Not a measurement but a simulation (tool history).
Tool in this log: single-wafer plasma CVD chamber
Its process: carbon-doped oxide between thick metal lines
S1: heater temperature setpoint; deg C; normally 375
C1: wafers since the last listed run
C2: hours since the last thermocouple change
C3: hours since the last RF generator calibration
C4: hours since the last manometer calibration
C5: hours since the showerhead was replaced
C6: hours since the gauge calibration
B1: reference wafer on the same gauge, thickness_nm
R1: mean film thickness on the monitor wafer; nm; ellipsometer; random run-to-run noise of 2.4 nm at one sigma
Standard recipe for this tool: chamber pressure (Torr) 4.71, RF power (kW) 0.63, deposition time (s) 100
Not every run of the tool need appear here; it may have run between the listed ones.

{"run": 1, "hour": 0.0, "S1": 375, "chamber pressure (Torr)": 4.71, "RF power (kW)": 0.655, "deposition time (s)": 100, "C1": 0, "C2": 1531.1, "C3": 1401, "C4": 1591.2, "C5": 7259, "C6": 414.9, "B1": 547.942, "R1": 541.648}
{"run": 2, "hour": 29.9, "S1": 375, "chamber pressure (Torr)": 4.71, "RF power (kW)": 0.655, "deposition time (s)": 100, "C1": 442, "C2": 1561, "C3": 1430.9, "C4": 1621.1, "C5": 7288.9, "C6": 444.8, "B1": 547.906, "R1": 544.229}
{"run": 3, "hour": 63.5, "S1": 375, "chamber pressure (Torr)": 4.71, "RF power (kW)": 0.655, "deposition time (s)": 100, "C1": 497, "C2": 1594.6, "C3": 1464.5, "C4": 1654.7, "C5": 7322.5, "C6": 478.4, "B1": 548.584, "R1": 541.66}
{"run": 4, "hour": 80.2, "S1": 375, "chamber pressure (Torr)": 4.71, "RF power (kW)": 0.63, "deposition time (s)": 100, "C1": 247, "C2": 1611.3, "C3": 1481.2, "C4": 1671.4, "C5": 7339.2, "C6": 495.1, "B1": 548.18, "R1": 534.131}
{"run": 5, "hour": 109.4, "S1": 375, "chamber pressure (Torr)": 4.71, "RF power (kW)": 0.63, "deposition time (s)": 100, "C1": 432, "C2": 1640.5, "C3": 1510.4, "C4": 1700.6, "C5": 7368.4, "C6": 524.3, "B1": 547.697, "R1": 532.651}
{"run": 6, "hour": 137.9, "S1": 375, "chamber pressure (Torr)": 4.71, "RF power (kW)": 0.63, "deposition time (s)": 100, "C1": 421, "C2": 1669, "C3": 1538.9, "C4": 1729.1, "C5": 7396.9, "C6": 552.8, "B1": 547.987, "R1": 531.59}
{"run": 7, "hour": 181.1, "S1": 375, "chamber pressure (Torr)": 4.71, "RF power (kW)": 0.63, "deposition time (s)": 100, "C1": 639, "C2": 1712.2, "C3": 1582.1, "C4": 1772.3, "C5": 7440.1, "C6": 596, "B1": 547.89, "R1": 532.662}
{"run": 8, "hour": 205.4, "S1": 375, "chamber pressure (Torr)": 4.71, "RF power (kW)": 0.63, "deposition time (s)": 100, "C1": 359, "C2": 1736.5, "C3": 1606.4, "C4": 1796.6, "C5": 7464.4, "C6": 620.3, "B1": 547.449, "R1": 530.059}
{"run": 9, "hour": 228.3, "S1": 375, "chamber pressure (Torr)": 4.71, "RF power (kW)": 0.63, "deposition time (s)": 100, "C1": 339, "C2": 1759.4, "C3": 1629.3, "C4": 1819.5, "C5": 7487.3, "C6": 643.2, "B1": 547.319, "R1": 532.192}
{"run": 10, "hour": 243.2, "S1": 375, "chamber pressure (Torr)": 4.71, "RF power (kW)": 0.63, "deposition time (s)": 100, "C1": 220, "C2": 1774.3, "C3": 1644.2, "C4": 1834.4, "C5": 7502.2, "C6": 658.1, "B1": 548.237, "R1": 532.769}
{"hour": 265.9, "done": "capacitance manometer re-zeroed and calibrated"}
{"run": 11, "hour": 266.4, "S1": 384, "chamber pressure (Torr)": 4.71, "RF power (kW)": 0.63, "deposition time (s)": 100, "C1": 225, "C2": 1797.5, "C3": 1667.4, "C4": 0.5, "C5": 7525.4, "C6": 681.3, "B1": 547.831, "R1": 523.8}
{"run": 12, "hour": 273.9, "S1": 375, "chamber pressure (Torr)": 4.71, "RF power (kW)": 0.63, "deposition time (s)": 100, "C1": 111, "C2": 1805, "C3": 1674.9, "C4": 8, "C5": 7532.9, "C6": 688.8, "B1": 547.786, "R1": 529.549}
{"run": 13, "hour": 303.2, "S1": 375, "chamber pressure (Torr)": 4.71, "RF power (kW)": 0.63, "deposition time (s)": 100, "C1": 433, "C2": 1834.3, "C3": 1704.2, "C4": 37.3, "C5": 7562.2, "C6": 718.1, "B1": 548.78, "R1": 529.443}
{"hour": 329.0, "done": "thermocouple changed; heater temperature recalibrated"}
{"run": 14, "hour": 334.9, "S1": 375, "chamber pressure (Torr)": 4.71, "RF power (kW)": 0.735, "deposition time (s)": 111, "C1": 350, "C2": 5.9, "C3": 1735.9, "C4": 69, "C5": 7593.9, "C6": 749.8, "B1": 547.891, "R1": 635.916}
{"run": 15, "hour": 362.7, "S1": 375, "chamber pressure (Torr)": 5.86, "RF power (kW)": 0.57, "deposition time (s)": 100, "C1": 411, "C2": 33.7, "C3": 1763.7, "C4": 96.8, "C5": 7621.7, "C6": 777.6, "B1": 548.535, "R1": 513.673}
{"hour": 384.5, "done": "showerhead replaced"}
{"run": 16, "hour": 395.5, "S1": 375, "chamber pressure (Torr)": 4.71, "RF power (kW)": 0.63, "deposition time (s)": 100, "C1": 367, "C2": 66.5, "C3": 1796.5, "C4": 129.6, "C5": 11, "C6": 810.4, "B1": 547.834, "R1": 526.859}
{"hour": 417.8, "done": "RF generator calibrated"}
{"run": 17, "hour": 429.0, "S1": 375, "chamber pressure (Torr)": 4.71, "RF power (kW)": 0.725, "deposition time (s)": 100, "C1": 377, "C2": 100, "C3": 11.2, "C4": 163.1, "C5": 44.5, "C6": 843.9, "B1": 548.378, "R1": 557.951}
{"run": 18, "hour": 461.2, "S1": 375, "chamber pressure (Torr)": 4.71, "RF power (kW)": 0.63, "deposition time (s)": 100, "C1": 476, "C2": 132.2, "C3": 43.4, "C4": 195.3, "C5": 76.7, "C6": 876.1, "B1": 548.254, "R1": 517.435}
{"run": 19, "hour": 490.4, "S1": 375, "chamber pressure (Torr)": 4.71, "RF power (kW)": 0.63, "deposition time (s)": 118, "C1": 432, "C2": 161.4, "C3": 72.6, "C4": 224.5, "C5": 105.9, "C6": 905.3, "B1": 547.146, "R1": 610.519}
{"hour": 490.6, "done": "gauge calibrated"}
{"run": 20, "hour": 513.0, "S1": 389, "chamber pressure (Torr)": 4.71, "RF power (kW)": 0.72, "deposition time (s)": 100, "C1": 334, "C2": 184, "C3": 95.2, "C4": 247.1, "C5": 128.5, "C6": 22.4, "B1": 547.738, "R1": 544.715}
{"hour": 531.1, "done": "RF generator calibrated, repeated, since the last time left the tool worse"}
{"run": 21, "hour": 545.1, "S1": 375, "chamber pressure (Torr)": 5.82, "RF power (kW)": 0.52, "deposition time (s)": 100, "C1": 356, "C2": 216.1, "C3": 14, "C4": 279.2, "C5": 160.6, "C6": 54.5, "B1": 548.651, "R1": 507.348}
{"run": 22, "hour": 565.6, "S1": 375, "chamber pressure (Torr)": 5.34, "RF power (kW)": 0.675, "deposition time (s)": 100, "C1": 303, "C2": 236.6, "C3": 34.5, "C4": 299.7, "C5": 181.1, "C6": 75, "B1": 548.034, "R1": 576.804}
{"run": 23, "hour": 601.3, "S1": 375, "chamber pressure (Torr)": 5.46, "RF power (kW)": 0.63, "deposition time (s)": 100, "C1": 528, "C2": 272.3, "C3": 70.2, "C4": 335.4, "C5": 216.8, "C6": 110.7, "B1": 547.868, "R1": 564.139}
{"run": 24, "hour": 624.0, "S1": 368, "chamber pressure (Torr)": 4.71, "RF power (kW)": 0.63, "deposition time (s)": 100, "C1": 336, "C2": 295, "C3": 92.9, "C4": 358.1, "C5": 239.5, "C6": 133.4, "B1": 547.624, "R1": 553.695}
{"run": 25, "hour": 653.8, "S1": 375, "chamber pressure (Torr)": 4.71, "RF power (kW)": 0.63, "deposition time (s)": 100, "C1": 441, "C2": 324.8, "C3": 122.7, "C4": 387.9, "C5": 269.3, "C6": 163.2, "B1": 547.919, "R1": 550.211}
{"run": 26, "hour": 677.9, "S1": 375, "chamber pressure (Torr)": 4.71, "RF power (kW)": 0.63, "deposition time (s)": 100, "C1": 356, "C2": 348.9, "C3": 146.8, "C4": 412, "C5": 293.4, "C6": 187.3, "B1": 547.705, "R1": 544.971}
{"run": 27, "hour": 707.1, "S1": 371, "chamber pressure (Torr)": 4.71, "RF power (kW)": 0.63, "deposition time (s)": 100, "C1": 432, "C2": 378.1, "C3": 176, "C4": 441.2, "C5": 322.6, "C6": 216.5, "B1": 548.323, "R1": 556.6}
{"run": 28, "hour": 738.7, "S1": 375, "chamber pressure (Torr)": 3.88, "RF power (kW)": 0.63, "deposition time (s)": 100, "C1": 467, "C2": 409.7, "C3": 207.6, "C4": 472.8, "C5": 354.2, "C6": 248.1, "B1": 548.817, "R1": 534.367}

What the log doesn't show, run by run:
wafer temperature above the value expected at the setpoint (K): 0, the same for each run
true pressure above the setpoint (%): 0, the same for each run
gauge reads high (%): 0, the same for each run
H1: delivered RF power above the setpoint (%)
run=1 H1=-5.3
run=2 H1=-5.4
run=3 H1=-5.51
run=4 H1=-5.57
run=5 H1=-5.67
run=6 H1=-5.76
run=7 H1=-5.91
run=8 H1=-5.99
run=9 H1=-6.07
run=10 H1=-6.12
run=11 H1=-6.2
run=12 H1=-6.23
run=13 H1=-6.33
run=14 H1=-6.43
run=15 H1=-6.53
run=16 H1=-6.64
run=17 H1=-10.1
run=18 H1=-10.2
run=19 H1=-10.3
run=20 H1=-10.3
run=21 H1=-0.317
run=22 H1=-0.386
run=23 H1=-0.508
run=24 H1=-0.585
run=25 H1=-0.686
run=26 H1=-0.768
run=27 H1=-0.867
run=28 H1=-0.975
